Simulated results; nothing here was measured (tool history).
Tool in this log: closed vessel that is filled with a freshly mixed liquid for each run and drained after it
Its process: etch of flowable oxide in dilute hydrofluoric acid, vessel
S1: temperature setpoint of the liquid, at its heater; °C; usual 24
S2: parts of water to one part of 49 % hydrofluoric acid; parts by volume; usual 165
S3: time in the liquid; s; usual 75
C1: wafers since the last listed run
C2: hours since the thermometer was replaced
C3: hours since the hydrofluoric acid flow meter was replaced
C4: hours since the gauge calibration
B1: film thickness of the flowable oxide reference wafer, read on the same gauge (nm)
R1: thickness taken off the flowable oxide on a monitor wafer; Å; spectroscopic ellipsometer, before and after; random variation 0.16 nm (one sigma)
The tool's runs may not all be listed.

run      day    S1   S2   S3     C1     C2     C3      C4     B1     R1
  1        0    25  165   75      0  610.8    534   616.1  40.03  204.9
  2      4.4    24  165   75  14505  716.4  639.6   721.7  39.98  200.4
  3     8.35    24  165   75  13021  811.2  734.4   816.5  40.03  197.8
      10.246  -- hydrofluoric acid flow meter replaced
      11.104  -- thermometer replaced
  4   12.679  22.5  165   75  13997   37.8   58.4   920.4  39.98  195.5
  5   15.171  22.5  165   75   8214   97.6  118.2   980.2     40  195.7
  6   17.417    24  165   75   7403  151.5  172.1  1034.1  40.01  204.3
  7   21.079    24  165   75  12074  239.4    260    1122  40.03  203.7
  8   25.058    24  165   75  13118  334.9  355.5  1217.5  39.99  202.4
  9   28.104    24  165   75  10041    408  428.6  1290.6  40.03  203.9
 10   36.312    24  165   75  27060    605  625.6  1487.6  39.97  199.7
 11   40.167    24  165   75  12705  697.5  718.1  1580.1  39.99    197
 12   44.042    24  165   75  12774  790.5  811.1  1673.1     40  196.9
      46.017  -- thermometer replaced
 13   46.183    27  165   60   6923      4  862.5  1724.5     40  187.5
      47.971  -- hydrofluoric acid flow meter replaced
 14   57.108    24  165   75  35878  266.2  219.3  1986.7     40  204.2
 15    59.45    24  165   75   7719  322.4  275.5  2042.9  40.01  203.6
 16   62.133    24  165   75   8846  386.8  339.9  2107.3     40  202.6
 17    65.65    24  165   75  11593  471.2  424.3  2191.7  40.03  199.9
      67.888  -- gauge calibrated
 18   68.162  27.5  140   75   8282  531.5  484.6     6.6  39.98  279.2
 19   71.779  26.5   90   90  11923  618.3  571.4    93.4     40  537.4
 20   75.258    26  165   75  11469  701.8  654.9   176.9  39.99  216.4
      78.342  -- hydrofluoric acid flow meter replaced
 21    79.75    24  165   75  14670  809.6   33.8   284.7     40  198.1
      80.729  -- thermometer replaced
 22   81.275    24  230   40   4890   13.1   70.4   321.3  39.98   73.6
 23   83.129    24  210   90   6112   57.6  114.9   365.8  40.03  185.5
 24   86.358    24  185   40  10645  135.1  192.4   443.3  40.02   95.7
 25     89.8    20  145   50  11346  217.7    275   525.9     40  138.1
 26   92.592  20.5  230  120   9203  284.7    342   592.9  40.01  191.1
 27   96.308    19  220   90  12252  373.9  431.2   682.1  39.99  142.2
 28   98.579    24  165   75   7486  428.4  485.7   736.6  39.98  206.9
 29  103.021    27  165   75  14642    535  592.3   843.2     40  225.8
 30  104.529    28  105   30   4972  571.2  628.5   879.4  39.99  159.8
 31  108.358  28.5  200   30  12623  663.1  720.4   971.3     40   74.9
     108.654  -- hydrofluoric acid flow meter replaced
 32  110.921    24  165  115   8310  724.6   54.4  1032.8  39.98    303
     111.004  -- thermometer replaced
 33  121.983    24  125  120  36332  263.5  319.9  1298.3  40.01  443.7

Difference, measured minus no-hidden-state, one row per run. Run-to-run variation is common to both terms; the gauge's own scatter need not be:
Unlogged tool condition in this case: liquid colder than its thermometer reads (K); hydrofluoric acid flow above the setpoint (%); gauge reads high (%).
run     R1
  1   -7.6
  2   -8.7
  3   -9.7
  4   -1.5
  5   -2.2
  6   -2.8
  7   -3.7
  8   -4.7
  9   -5.5
 10   -7.6
 11   -8.5
 12   -9.5
 13   -0.1
 14     -3
 15   -3.6
 16   -4.3
 17   -5.2
 18     -8
 19  -18.6
 20   -8.2
 21   -8.8
 22   -0.1
 23   -0.6
 24   -0.6
 25   -1.8
 26   -2.9
 27   -2.9
 28   -4.8
 29   -6.2
 30   -4.9
 31   -2.5
 32  -11.9
 33   -6.8

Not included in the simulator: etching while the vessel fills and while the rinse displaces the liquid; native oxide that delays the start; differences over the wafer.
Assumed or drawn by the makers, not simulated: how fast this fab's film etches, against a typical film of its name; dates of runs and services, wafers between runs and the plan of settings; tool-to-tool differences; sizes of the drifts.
